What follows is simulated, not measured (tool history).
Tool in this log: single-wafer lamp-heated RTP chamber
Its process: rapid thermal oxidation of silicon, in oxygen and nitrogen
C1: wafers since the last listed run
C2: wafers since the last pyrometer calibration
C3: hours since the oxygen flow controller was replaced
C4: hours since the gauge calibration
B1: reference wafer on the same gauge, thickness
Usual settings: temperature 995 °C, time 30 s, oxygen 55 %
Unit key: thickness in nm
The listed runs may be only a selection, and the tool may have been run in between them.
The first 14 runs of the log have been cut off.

run 15 day=18.946 | temperature=995 time=30 oxygen=55 | C1=390 C2=4730 C3=3047.9 C4=989 | B1=3.4 | thickness=3.496
run 16 day=20.383 | temperature=995 time=30 oxygen=55 | C1=377 C2=5107 C3=3082.4 C4=1023.5 | B1=3.4 | thickness=3.498
-- day=21.938 oxygen flow controller replaced
run 17 day=21.958 | temperature=968 time=44 oxygen=55 | C1=325 C2=5433 C3=0.5 C4=1061.3 | B1=3.4 | thickness=3.404
run 18 day=23.146 | temperature=1005 time=26 oxygen=77 | C1=311 C2=5745 C3=29 C4=1089.8 | B1=3.401 | thickness=3.908
-- day=23.55 gauge calibrated
run 19 day=23.842 | temperature=980 time=15 oxygen=55 | C1=182 C2=5928 C3=45.7 C4=7 | B1=3.399 | thickness=2.583
run 20 day=24.808 | temperature=1015 time=30 oxygen=78 | C1=253 C2=6182 C3=68.9 C4=30.2 | B1=3.4 | thickness=4.449
run 21 day=25.712 | temperature=995 time=30 oxygen=55 | C1=237 C2=6419 C3=90.6 C4=51.9 | B1=3.401 | thickness=3.492
-- day=26.062 pyrometer window cleaned and pyrometer calibrated
run 22 day=26.229 | temperature=995 time=30 oxygen=55 | C1=48 C2=44 C3=103 C4=64.3 | B1=3.4 | thickness=3.427
run 23 day=29.117 | temperature=982 time=41 oxygen=55 | C1=758 C2=802 C3=172.3 C4=133.6 | B1=3.401 | thickness=3.562
run 24 day=30.6 | temperature=995 time=30 oxygen=55 | C1=389 C2=1191 C3=207.9 C4=169.2 | B1=3.399 | thickness=3.447
run 25 day=31.162 | temperature=980 time=16 oxygen=55 | C1=147 C2=1339 C3=221.4 C4=182.7 | B1=3.4 | thickness=2.61

Expected results for the next run?
run 26 day=32.158 | temperature=995 time=30 oxygen=55 | C1=261 C2=1600 C3=245.3 C4=206.6 | B1=? | thickness=?

B1: 3.4
thickness: 3.453 nm
If the tool had no hidden condition, the same run with the same run-to-run variation would have returned thickness 3.41 nm.

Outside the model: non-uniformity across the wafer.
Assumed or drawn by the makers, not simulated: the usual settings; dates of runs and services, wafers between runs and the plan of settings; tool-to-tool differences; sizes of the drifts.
